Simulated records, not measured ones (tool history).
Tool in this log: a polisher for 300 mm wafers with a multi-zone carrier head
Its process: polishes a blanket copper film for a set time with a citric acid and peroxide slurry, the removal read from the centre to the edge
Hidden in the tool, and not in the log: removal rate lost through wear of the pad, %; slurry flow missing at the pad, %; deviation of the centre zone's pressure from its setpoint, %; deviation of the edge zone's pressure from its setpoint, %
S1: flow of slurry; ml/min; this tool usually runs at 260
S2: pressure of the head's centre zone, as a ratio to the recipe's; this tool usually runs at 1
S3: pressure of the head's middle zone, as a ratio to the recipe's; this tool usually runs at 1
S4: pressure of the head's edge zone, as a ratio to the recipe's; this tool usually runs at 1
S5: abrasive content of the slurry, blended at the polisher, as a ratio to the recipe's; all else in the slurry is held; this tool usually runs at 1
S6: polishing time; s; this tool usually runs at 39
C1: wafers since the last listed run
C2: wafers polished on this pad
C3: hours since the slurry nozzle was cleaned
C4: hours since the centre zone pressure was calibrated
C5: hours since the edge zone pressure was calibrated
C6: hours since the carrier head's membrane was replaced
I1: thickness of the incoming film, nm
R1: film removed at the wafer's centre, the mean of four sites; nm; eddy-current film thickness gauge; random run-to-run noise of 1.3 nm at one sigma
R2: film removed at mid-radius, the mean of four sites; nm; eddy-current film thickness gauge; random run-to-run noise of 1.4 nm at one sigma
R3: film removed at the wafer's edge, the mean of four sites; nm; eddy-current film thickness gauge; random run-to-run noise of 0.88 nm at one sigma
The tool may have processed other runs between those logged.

run,hour,S1,S2,S3,S4,S5,S6,C1,C2,C3,C4,C5,C6,I1,R1,R2,R3
1,0,260,1,1,1,1,39,0,2091,44.4,234,229.3,15.4,547.6,127.8,122.3,125.2
2,39.5,260,1,1,1,1,39,285,2377,83.9,273.5,268.8,54.9,542.9,129.3,126,125.3
# hour 90.5: worn pad replaced by a new one
3,134.6,210,1,1,1,1,39,659,319,179,368.6,363.9,150,535,127.2,121.2,121.9
4,241,260,1,0.94,1,1,39,770,1089,285.4,475,470.3,256.4,539.6,135,121.2,125.3
# hour 254.3: edge zone pressure recalibrated
5,327.3,260,1,1,1,1,39,610,1699,371.7,561.3,73,342.7,540.5,138.3,126.3,124.1
# hour 335.6: centre zone pressure recalibrated
6,393.1,260,1,1,1,1,39,461,2161,437.5,57.5,138.8,408.5,542,126.8,123,124.9
# hour 482.5: slurry nozzle cleaned
7,482.8,260,1,1,1,1,39,642,2803,0.3,147.2,228.5,498.2,544.3,127.7,124.3,123.1
8,544.4,260,1,1,1,1,39,446,3249,61.9,208.8,290.1,559.8,538.6,128.2,126.7,124.3
# hour 560.6: worn pad replaced by a new one
9,581.6,260,1,1,0.96,1,39,240,152,99.1,246,327.3,597,541.4,132.2,124.9,120.7
10,641.4,260,1,1,0.93,1.15,47,432,585,158.9,305.8,387.1,656.8,532.8,167.5,157,149.4
11,723.7,260,0.89,1.1,0.9,1,30,595,1180,241.2,388.1,469.4,739.1,536.9,90.9,99.5,90.6
# hour 803.3: edge zone pressure recalibrated
12,817.5,260,1,0.92,1,1,39,664,1845,335,481.9,14.2,832.9,533,133.1,116.4,124
# hour 850.5: carrier head's membrane replaced by a new one
13,857,260,0.9,1,0.93,1,39,249,2095,374.5,521.4,53.7,6.5,544.5,121.8,124.9,120.7
14,897,260,0.92,1,1.06,1,39,289,2385,414.5,561.4,93.7,46.5,548,122.2,124,127.6
# hour 910.2: centre zone pressure recalibrated
15,950.3,260,1.05,1,1.08,1,39,371,2756,467.8,40.1,147,99.8,536.2,129.4,125.7,128.6
# hour 1014.5: worn pad replaced by a new one
16,1032.9,260,1,1,1,1,39,569,133,550.4,122.7,229.6,182.4,537.7,127.7,124.7,122.2
# hour 1053: slurry nozzle cleaned
17,1122.7,220,1.09,0.94,1,1.1,39,642,776,69.7,212.5,319.4,272.2,537.4,141.7,120.1,127.1
18,1204.2,260,1,1,1,1,39,590,1366,151.2,294,400.9,353.7,537.6,130.7,122.3,122.2
19,1243.4,260,1.07,1,1.06,0.8,31,283,1650,190.4,333.2,440.1,392.9,541.9,103.6,88.9,92.4
20,1320.2,235,1,1,1.09,1,39,556,2206,267.2,410,516.9,469.7,531.9,129,120.5,128.9
# hour 1371.3: edge zone pressure recalibrated
21,1384.4,260,1,1,1,1,39,450,2656,331.4,474.2,13.1,533.9,539.5,132.7,123.7,123.4
# hour 1412.7: worn pad replaced by a new one
22,1456.9,260,1,1,1.11,1,39,495,320,403.9,546.7,85.6,606.4,539.4,134.5,123.2,128.6

Some steps in R1 between neighbouring runs. How much of each would the tool show without its hidden state too (settings, what came in, random variation), and how much is left for the hidden state, with any gauge scatter that isn't in both results?
Run 5 -> 6: centre zone pressure recalibrated. R1 -11.5 nm: hidden state -9.5, all else -2.
Run 10 -> 11: S2 1 -> 0.89, S3 1 -> 1.1, S4 0.93 -> 0.9, S5 1.15 -> 1, S6 47 -> 30. R1 -76.6 nm: hidden state -2.7, all else -73.9.
Run 11 -> 12: S2 0.89 -> 1, S3 1.1 -> 0.92, S4 0.9 -> 1, S6 30 -> 39, edge zone pressure recalibrated. R1 +42.2 nm: hidden state +4.3, all else +37.9.
Run 14 -> 15: S2 0.92 -> 1.05, S4 1.06 -> 1.08, centre zone pressure recalibrated. R1 +7.2 nm: hidden state -9.5, all else +16.7.
